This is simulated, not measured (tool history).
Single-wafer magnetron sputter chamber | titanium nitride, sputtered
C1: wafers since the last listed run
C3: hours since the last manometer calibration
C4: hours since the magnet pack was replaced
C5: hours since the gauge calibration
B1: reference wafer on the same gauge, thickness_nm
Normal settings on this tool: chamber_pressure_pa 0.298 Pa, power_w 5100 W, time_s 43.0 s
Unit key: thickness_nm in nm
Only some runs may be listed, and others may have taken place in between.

run 1 hour=0.0 | chamber_pressure_pa=0.298 power_w=5100 time_s=43.0 | C1=0 wafers_on_the_sputter_target=1885 C3=929.6 C4=6778.7 C5=295.4 | B1=39.178 | thickness_nm=43.197
run 2 hour=10.6 | chamber_pressure_pa=0.298 power_w=5900 time_s=43.0 | C1=208 wafers_on_the_sputter_target=2094 C3=940.2 C4=6789.3 C5=306.0 | B1=39.180 | thickness_nm=50.071
run 3 hour=17.5 | chamber_pressure_pa=0.212 power_w=5100 time_s=43.0 | C1=135 wafers_on_the_sputter_target=2229 C3=947.1 C4=6796.2 C5=312.9 | B1=39.199 | thickness_nm=44.411
run 4 hour=23.7 | chamber_pressure_pa=0.328 power_w=5100 time_s=43.0 | C1=122 wafers_on_the_sputter_target=2351 C3=953.3 C4=6802.4 C5=319.1 | B1=39.240 | thickness_nm=42.903
run 5 hour=36.7 | chamber_pressure_pa=0.328 power_w=5100 time_s=43.0 | C1=255 wafers_on_the_sputter_target=2607 C3=966.3 C4=6815.4 C5=332.1 | B1=39.168 | thickness_nm=42.767
run 6 hour=46.2 | chamber_pressure_pa=0.328 power_w=5100 time_s=43.0 | C1=186 wafers_on_the_sputter_target=2794 C3=975.8 C4=6824.9 C5=341.6 | B1=39.199 | thickness_nm=42.905
run 7 hour=56.4 | chamber_pressure_pa=0.298 power_w=5100 time_s=43.0 | C1=200 wafers_on_the_sputter_target=2995 C3=986.0 C4=6835.1 C5=351.8 | B1=39.180 | thickness_nm=43.130
run 8 hour=70.4 | chamber_pressure_pa=0.298 power_w=5100 time_s=43.0 | C1=275 wafers_on_the_sputter_target=3270 C3=1000.0 C4=6849.1 C5=365.8 | B1=39.225 | thickness_nm=43.331
-- hour=80.3 sputter target and shields replaced
-- hour=88.2 magnet pack replaced
run 9 hour=88.7 | chamber_pressure_pa=0.298 power_w=5100 time_s=43.0 | C1=47 wafers_on_the_sputter_target=9 C3=1018.3 C4=0.5 C5=384.1 | B1=39.209 | thickness_nm=43.489
run 10 hour=89.0 | chamber_pressure_pa=0.385 power_w=5100 time_s=43.0 | C1=5 wafers_on_the_sputter_target=15 C3=1018.6 C4=0.8 C5=384.4 | B1=39.208 | thickness_nm=42.434
run 11 hour=93.3 | chamber_pressure_pa=0.298 power_w=5100 time_s=43.0 | C1=84 wafers_on_the_sputter_target=99 C3=1022.9 C4=5.1 C5=388.7 | B1=39.180 | thickness_nm=43.285
run 12 hour=103.3 | chamber_pressure_pa=0.298 power_w=5100 time_s=43.0 | C1=196 wafers_on_the_sputter_target=296 C3=1032.9 C4=15.1 C5=398.7 | B1=39.162 | thickness_nm=43.424
run 13 hour=143.0 | chamber_pressure_pa=0.193 power_w=6350 time_s=43.0 | C1=781 wafers_on_the_sputter_target=1077 C3=1072.6 C4=54.8 C5=438.4 | B1=39.194 | thickness_nm=55.536
run 14 hour=156.5 | chamber_pressure_pa=0.298 power_w=4400 time_s=45.8 | C1=265 wafers_on_the_sputter_target=1343 C3=1086.1 C4=68.3 C5=451.9 | B1=39.187 | thickness_nm=39.559
run 15 hour=185.2 | chamber_pressure_pa=0.298 power_w=5100 time_s=34.6 | C1=564 wafers_on_the_sputter_target=1908 C3=1114.8 C4=97.0 C5=480.6 | B1=39.204 | thickness_nm=34.701
run 16 hour=193.7 | chamber_pressure_pa=0.343 power_w=5100 time_s=50.0 | C1=167 wafers_on_the_sputter_target=2075 C3=1123.3 C4=105.5 C5=489.1 | B1=39.186 | thickness_nm=49.599
run 17 hour=207.2 | chamber_pressure_pa=0.258 power_w=5100 time_s=43.0 | C1=265 wafers_on_the_sputter_target=2341 C3=1136.8 C4=119.0 C5=502.6 | B1=39.176 | thickness_nm=43.746
run 18 hour=220.2 | chamber_pressure_pa=0.224 power_w=4600 time_s=37.5 | C1=255 wafers_on_the_sputter_target=2597 C3=1149.8 C4=132.0 C5=515.6 | B1=39.177 | thickness_nm=34.637
-- hour=229.5 sputter target and shields replaced
run 19 hour=230.0 | chamber_pressure_pa=0.336 power_w=5100 time_s=48.6 | C1=35 wafers_on_the_sputter_target=9 C3=1159.6 C4=141.8 C5=525.4 | B1=39.205 | thickness_nm=48.633
run 20 hour=236.9 | chamber_pressure_pa=0.298 power_w=5100 time_s=43.0 | C1=135 wafers_on_the_sputter_target=145 C3=1166.5 C4=148.7 C5=532.3 | B1=39.203 | thickness_nm=43.442
-- hour=243.4 gauge calibrated
-- hour=249.0 capacitance manometer re-zeroed and calibrated
run 21 hour=251.4 | chamber_pressure_pa=0.298 power_w=5100 time_s=43.0 | C1=127 wafers_on_the_sputter_target=273 C3=2.4 C4=163.2 C5=8.0 | B1=39.208 | thickness_nm=43.336
run 22 hour=279.7 | chamber_pressure_pa=0.397 power_w=4500 time_s=39.7 | C1=556 wafers_on_the_sputter_target=830 C3=30.7 C4=191.5 C5=36.3 | B1=39.196 | thickness_nm=34.226
run 23 hour=297.3 | chamber_pressure_pa=0.239 power_w=5100 time_s=40.5 | C1=346 wafers_on_the_sputter_target=1176 C3=48.3 C4=209.1 C5=53.9 | B1=39.187 | thickness_nm=41.449
run 24 hour=304.0 | chamber_pressure_pa=0.402 power_w=5100 time_s=35.2 | C1=131 wafers_on_the_sputter_target=1308 C3=55.0 C4=215.8 C5=60.6 | B1=39.219 | thickness_nm=34.277
run 25 hour=315.5 | chamber_pressure_pa=0.392 power_w=4750 time_s=43.0 | C1=226 wafers_on_the_sputter_target=1534 C3=66.5 C4=227.3 C5=72.1 | B1=39.172 | thickness_nm=39.257
run 26 hour=324.5 | chamber_pressure_pa=0.298 power_w=5100 time_s=43.0 | C1=177 wafers_on_the_sputter_target=1712 C3=75.5 C4=236.3 C5=81.1 | B1=39.207 | thickness_nm=43.204
run 27 hour=334.1 | chamber_pressure_pa=0.210 power_w=3950 time_s=43.0 | C1=188 wafers_on_the_sputter_target=1900 C3=85.1 C4=245.9 C5=90.7 | B1=39.227 | thickness_nm=34.369
run 28 hour=351.2 | chamber_pressure_pa=0.328 power_w=5100 time_s=43.0 | C1=336 wafers_on_the_sputter_target=2237 C3=102.2 C4=263.0 C5=107.8 | B1=39.218 | thickness_nm=42.672
run 29 hour=359.5 | chamber_pressure_pa=0.298 power_w=5100 time_s=43.0 | C1=163 wafers_on_the_sputter_target=2400 C3=110.5 C4=271.3 C5=116.1 | B1=39.185 | thickness_nm=43.150
run 30 hour=368.8 | chamber_pressure_pa=0.206 power_w=5100 time_s=43.0 | C1=183 wafers_on_the_sputter_target=2583 C3=119.8 C4=280.6 C5=125.4 | B1=39.168 | thickness_nm=44.306
run 31 hour=378.7 | chamber_pressure_pa=0.298 power_w=4200 time_s=45.4 | C1=194 wafers_on_the_sputter_target=2778 C3=129.7 C4=290.5 C5=135.3 | B1=39.207 | thickness_nm=37.476
-- hour=395.6 sputter target and shields replaced
run 32 hour=396.1 | chamber_pressure_pa=0.298 power_w=5100 time_s=35.3 | C1=184 wafers_on_the_sputter_target=9 C3=147.1 C4=307.9 C5=152.7 | B1=39.230 | thickness_nm=35.726
run 33 hour=406.3 | chamber_pressure_pa=0.298 power_w=5100 time_s=43.0 | C1=200 wafers_on_the_sputter_target=209 C3=157.3 C4=318.1 C5=162.9 | B1=39.168 | thickness_nm=43.472
run 34 hour=419.0 | chamber_pressure_pa=0.298 power_w=5100 time_s=43.0 | C1=249 wafers_on_the_sputter_target=459 C3=170.0 C4=330.8 C5=175.6 | B1=39.221 | thickness_nm=43.447

Selected run-to-run steps in thickness_nm, each split into two signed amounts: the part the tool would show with no hidden state at all (from settings, incoming material and random variation), and the remainder, which goes to the hidden state together with any gauge scatter not common to the measured and the hidden-state-free results:
The tool's hidden condition here consists of: deposition rate above that of a new target (%); true argon pressure above the setpoint (%); gauge reads high (%).
Run 8 -> 9: sputter target and shields replaced, magnet pack replaced. thickness_nm +0.158 nm: hidden state +0.350, all else -0.192.
Run 13 -> 14: chamber_pressure_pa 0.193 -> 0.298, power_w 6350 -> 4400, time_s 43.0 -> 45.8. thickness_nm -15.977 nm: hidden state +0.116, all else -16.093.
Run 15 -> 16: chamber_pressure_pa 0.298 -> 0.343, time_s 34.6 -> 50.0. thickness_nm +14.898 nm: hidden state -0.174, all else +15.072.
Run 18 -> 19: chamber_pressure_pa 0.224 -> 0.336, power_w 4600 -> 5100, time_s 37.5 -> 48.6, sputter target and shields replaced. thickness_nm +13.996 nm: hidden state +0.347, all else +13.649.
Run 31 -> 32: power_w 4200 -> 5100, time_s 45.4 -> 35.3, sputter target and shields replaced. thickness_nm -1.750 nm: hidden state +0.395, all else -2.145.
